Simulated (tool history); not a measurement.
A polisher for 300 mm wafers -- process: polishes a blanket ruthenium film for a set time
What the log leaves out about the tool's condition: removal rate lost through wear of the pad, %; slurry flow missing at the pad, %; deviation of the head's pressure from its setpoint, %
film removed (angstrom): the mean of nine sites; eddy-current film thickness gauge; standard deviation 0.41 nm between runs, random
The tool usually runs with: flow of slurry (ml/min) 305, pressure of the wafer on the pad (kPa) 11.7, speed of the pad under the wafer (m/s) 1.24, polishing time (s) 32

run	day	flow of slurry (ml/min)	pressure of the wafer on the pad (kPa)	speed of the pad under the wafer (m/s)	polishing time (s)	wafers since the last listed run	wafers polished on this pad	hours since the slurry nozzle was cleaned	hours since the head pressure was calibrated	incoming thickness of the incoming film, nm	film removed (angstrom)
1	0.000	305	11.7	1.58	32	0	1613	285.2	776.5	585.0	336
# day 0.608: worn pad replaced by a new one
2	0.629	305	11.7	1.58	32	186	7	300.3	791.6	579.2	393
3	1.729	305	11.7	1.24	40	443	451	326.7	818.0	580.1	359
4	3.075	305	11.7	1.24	40	542	993	359.0	850.3	569.6	329
5	4.329	305	11.7	1.24	40	505	1499	389.1	880.4	578.4	335
6	5.371	280	11.7	1.24	32	419	1918	414.1	905.4	580.9	260
# day 5.642: worn pad replaced by a new one
7	6.721	280	11.7	1.24	32	476	435	446.5	937.8	578.6	277
8	7.242	280	11.7	1.24	32	209	645	459.0	950.3	581.5	266
9	8.342	305	11.7	1.24	32	443	1088	485.4	976.7	571.5	266
# day 10.092: worn pad replaced by a new one
10	10.696	305	11.7	1.24	32	881	242	541.9	1033.2	581.8	287
11	11.738	305	11.7	1.24	32	419	662	566.9	1058.2	585.8	275
12	12.912	305	11.7	1.24	32	473	1136	595.1	1086.4	577.8	265
13	14.158	305	15.2	1.24	40	502	1638	625.0	1116.3	592.2	431
# day 14.575: worn pad replaced by a new one
14	15.212	380	9.0	1.06	38	357	257	650.3	1141.6	587.2	224
15	15.733	305	11.7	1.24	32	209	467	662.8	1154.1	573.8	274
# day 15.854: head pressure recalibrated
16	16.621	305	11.7	1.24	32	324	791	684.1	18.4	587.8	267
17	17.500	305	10.3	1.04	32	354	1146	705.2	39.5	576.5	196
# day 18.450: slurry nozzle cleaned
18	18.983	305	11.7	1.24	21	581	1727	12.8	75.1	584.8	179
# day 19.212: worn pad replaced by a new one
19	19.625	305	11.7	1.24	32	191	166	28.2	90.5	585.5	308
20	21.050	355	11.7	1.24	26	574	741	62.4	124.7	575.5	233
21	21.612	305	8.3	1.24	32	226	967	75.9	138.2	576.3	197
22	22.788	370	9.7	1.08	24	473	1441	104.1	166.4	579.5	148
23	23.979	305	11.7	0.90	32	480	1921	132.7	195.0	579.5	199
24	24.525	305	14.5	1.56	29	219	2141	145.8	208.1	581.8	364
# day 25.012: worn pad replaced by a new one
25	25.288	305	11.7	1.24	32	240	111	164.1	226.4	588.6	303

Below are 3 alternative next runs, each starting from the tool's condition after run 25. Predict each:
A	25.304	335	11.7	1.24	32	6	117	164.5	226.8	579.9	?
B	25.304	265	11.7	0.84	32	6	117	164.5	226.8	579.9	?
C	25.304	390	13.8	1.00	32	6	117	164.5	226.8	579.9	?

run	film removed (angstrom)
A	306
B	201
C	295
Without the tool's unlogged condition, the same runs would have read:
run	film removed (angstrom)
A	322
B	213
C	309

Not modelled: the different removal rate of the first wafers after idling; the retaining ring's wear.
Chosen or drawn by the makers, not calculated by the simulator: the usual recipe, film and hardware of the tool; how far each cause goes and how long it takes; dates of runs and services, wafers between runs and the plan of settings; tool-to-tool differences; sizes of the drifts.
